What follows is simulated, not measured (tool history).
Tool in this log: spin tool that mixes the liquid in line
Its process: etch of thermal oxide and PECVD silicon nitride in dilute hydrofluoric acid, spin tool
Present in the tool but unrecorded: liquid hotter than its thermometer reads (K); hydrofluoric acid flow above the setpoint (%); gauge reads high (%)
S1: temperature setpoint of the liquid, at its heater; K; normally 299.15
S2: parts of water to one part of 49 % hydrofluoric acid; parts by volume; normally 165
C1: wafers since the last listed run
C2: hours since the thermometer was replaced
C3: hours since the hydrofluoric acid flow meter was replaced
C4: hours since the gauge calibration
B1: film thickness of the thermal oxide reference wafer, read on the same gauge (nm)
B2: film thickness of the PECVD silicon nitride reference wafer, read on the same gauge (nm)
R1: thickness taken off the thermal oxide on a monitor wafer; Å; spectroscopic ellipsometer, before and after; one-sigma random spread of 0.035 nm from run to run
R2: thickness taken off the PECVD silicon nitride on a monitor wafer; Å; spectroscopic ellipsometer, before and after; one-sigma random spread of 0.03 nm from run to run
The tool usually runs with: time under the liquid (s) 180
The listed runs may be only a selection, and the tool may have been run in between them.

Run 1, hour 0.0: usual settings but time under the liquid (s) 240; C1 0; C2 822.5; C3 889.3; C4 1862.6; B1 39.987; B2 30.008. Result: R1 71.66 Å, R2 52.04 Å.
Run 2, hour 65.6: usual settings but time under the liquid (s) 240; C1 397; C2 888.1; C3 954.9; C4 1928.2; B1 40.000; B2 29.977. Result: R1 70.90 Å, R2 52.05 Å.
Run 3, hour 132.6: usual settings; C1 406; C2 955.1; C3 1021.9; C4 1995.2; B1 40.027; B2 29.989. Result: R1 53.43 Å, R2 38.91 Å.
Run 4, hour 177.9: usual settings but S1 295.65 K, S2 145 parts by volume, time under the liquid (s) 115; C1 274; C2 1000.4; C3 1067.2; C4 2040.5; B1 39.977; B2 29.983. Result: R1 35.35 Å, R2 22.91 Å.
Run 5, hour 297.2: usual settings but S1 302.15 K, S2 230 parts by volume, time under the liquid (s) 70; C1 723; C2 1119.7; C3 1186.5; C4 2159.8; B1 39.981; B2 30.010. Result: R1 15.59 Å, R2 13.07 Å.
Run 6, hour 336.3: usual settings but S1 300.65 K, S2 205 parts by volume, time under the liquid (s) 280; C1 237; C2 1158.8; C3 1225.6; C4 2198.9; B1 39.983; B2 29.987. Result: R1 67.65 Å, R2 55.38 Å.
Run 7, hour 399.0: usual settings but S1 302.15 K, S2 100 parts by volume; C1 380; C2 1221.5; C3 1288.3; C4 2261.6; B1 39.980; B2 29.996. Result: R1 109.37 Å, R2 79.41 Å.
Run 8, hour 432.1: usual settings; C1 200; C2 1254.6; C3 1321.4; C4 2294.7; B1 39.967; B2 30.038. Result: R1 53.97 Å, R2 40.04 Å.
Run 9, hour 501.5: usual settings but S1 296.65 K, S2 215 parts by volume, time under the liquid (s) 275; C1 420; C2 1324.0; C3 1390.8; C4 2364.1; B1 39.978; B2 29.967. Result: R1 55.46 Å, R2 39.43 Å.
Run 10, hour 566.6: usual settings but S2 210 parts by volume; C1 394; C2 1389.1; C3 1455.9; C4 2429.2; B1 39.992; B2 29.997. Result: R1 40.37 Å, R2 31.77 Å.
Run 11, hour 612.0: usual settings but S1 296.15 K, S2 205 parts by volume; C1 275; C2 1434.5; C3 1501.3; C4 2474.6; B1 40.007; B2 29.983. Result: R1 37.30 Å, R2 26.74 Å.
At hour 667.8: thermometer replaced.
Run 12, hour 678.7: usual settings but time under the liquid (s) 210; C1 398; C2 10.9; C3 1568.0; C4 2541.3; B1 40.016; B2 29.992. Result: R1 61.36 Å, R2 43.55 Å.
Run 13, hour 711.9: usual settings but time under the liquid (s) 210; C1 201; C2 44.1; C3 1601.2; C4 2574.5; B1 40.031; B2 30.000. Result: R1 61.23 Å, R2 43.58 Å.
At hour 726.3: gauge calibrated.
Run 14, hour 882.3: usual settings; C1 1033; C2 214.5; C3 1771.6; C4 156.0; B1 39.998; B2 30.002. Result: R1 52.48 Å, R2 37.68 Å.
Run 15, hour 929.6: usual settings but S2 220 parts by volume; C1 286; C2 261.8; C3 1818.9; C4 203.3; B1 39.955; B2 29.995. Result: R1 37.18 Å, R2 28.76 Å.
At hour 981.3: hydrofluoric acid flow meter replaced.
Run 16, hour 992.0: usual settings but S1 295.65 K; C1 372; C2 324.2; C3 10.7; C4 265.7; B1 39.979; B2 29.988. Result: R1 45.69 Å, R2 30.71 Å.
Run 17, hour 1048.9: usual settings; C1 345; C2 381.1; C3 67.6; C4 322.6; B1 39.978; B2 30.006. Result: R1 53.07 Å, R2 38.00 Å.
Run 18, hour 1111.7: usual settings but S1 297.65 K, S2 205 parts by volume, time under the liquid (s) 140; C1 380; C2 443.9; C3 130.4; C4 385.4; B1 39.998; B2 30.019. Result: R1 29.76 Å, R2 21.40 Å.
Run 19, hour 1177.4: usual settings but S1 302.15 K, S2 100 parts by volume; C1 398; C2 509.6; C3 196.1; C4 451.1; B1 40.025; B2 29.997. Result: R1 107.14 Å, R2 76.84 Å.
Run 20, hour 1215.7: usual settings but S1 297.15 K, S2 110 parts by volume; C1 232; C2 547.9; C3 234.4; C4 489.4; B1 40.022; B2 30.006. Result: R1 78.98 Å, R2 50.54 Å.
Run 21, hour 1254.3: usual settings; C1 234; C2 586.5; C3 273.0; C4 528.0; B1 40.000; B2 30.023. Result: R1 52.85 Å, R2 38.21 Å.
Run 22, hour 1315.4: usual settings but S1 302.65 K, S2 185 parts by volume; C1 370; C2 647.6; C3 334.1; C4 589.1; B1 40.010; B2 29.982. Result: R1 52.59 Å, R2 42.66 Å.
Run 23, hour 1507.7: usual settings but S2 240 parts by volume, time under the liquid (s) 130; C1 1166; C2 839.9; C3 526.4; C4 781.4; B1 39.927; B2 30.006. Result: R1 24.56 Å, R2 19.35 Å.
Run 24, hour 1577.9: usual settings; C1 425; C2 910.1; C3 596.6; C4 851.6; B1 40.017; B2 30.008. Result: R1 53.92 Å, R2 39.28 Å.
Run 25, hour 1602.8: usual settings but S1 296.15 K, S2 215 parts by volume, time under the liquid (s) 95; C1 151; C2 935.0; C3 621.5; C4 876.5; B1 39.973; B2 30.010. Result: R1 18.39 Å, R2 13.04 Å.

Each row is a separate what-if for the run after 25, all from the same tool condition, not one after another. Results?
Run A, hour 1603.3: usual settings; C1 3; C2 935.5; C3 622.0; C4 877.0; B1 ?; B2 ?. Result: R1 ?, R2 ?.
Run B, hour 1603.3: usual settings but S1 294.15 K; C1 3; C2 935.5; C3 622.0; C4 877.0; B1 ?; B2 ?. Result: R1 ?, R2 ?.
Run C, hour 1603.3: usual settings but S1 303.15 K, S2 115 parts by volume, time under the liquid (s) 230; C1 3; C2 935.5; C3 622.0; C4 877.0; B1 ?; B2 ?. Result: R1 ?, R2 ?.
Run D, hour 1603.3: usual settings but S1 301.65 K, S2 110 parts by volume, time under the liquid (s) 110; C1 3; C2 935.5; C3 622.0; C4 877.0; B1 ?; B2 ?. Result: R1 ?, R2 ?.
Run E, hour 1603.3: usual settings but S2 230 parts by volume; C1 3; C2 935.5; C3 622.0; C4 877.0; B1 ?; B2 ?. Result: R1 ?, R2 ?.

run      B1      B2      R1     R2
  A  40.024  30.027   53.42  38.72
  B  40.024  30.027   44.23  28.11
  C  40.024  30.027  121.01  91.28
  D  40.024  30.027   57.63  41.58
  E  40.024  30.027   35.57  27.74
The same runs, with their run-to-run variation unchanged, on a tool lacking any hidden condition would have given:
run      R1     R2
  A   52.00  36.98
  B   42.99  26.80
  C  117.79  87.23
  D   56.07  39.71
  E   34.66  26.53
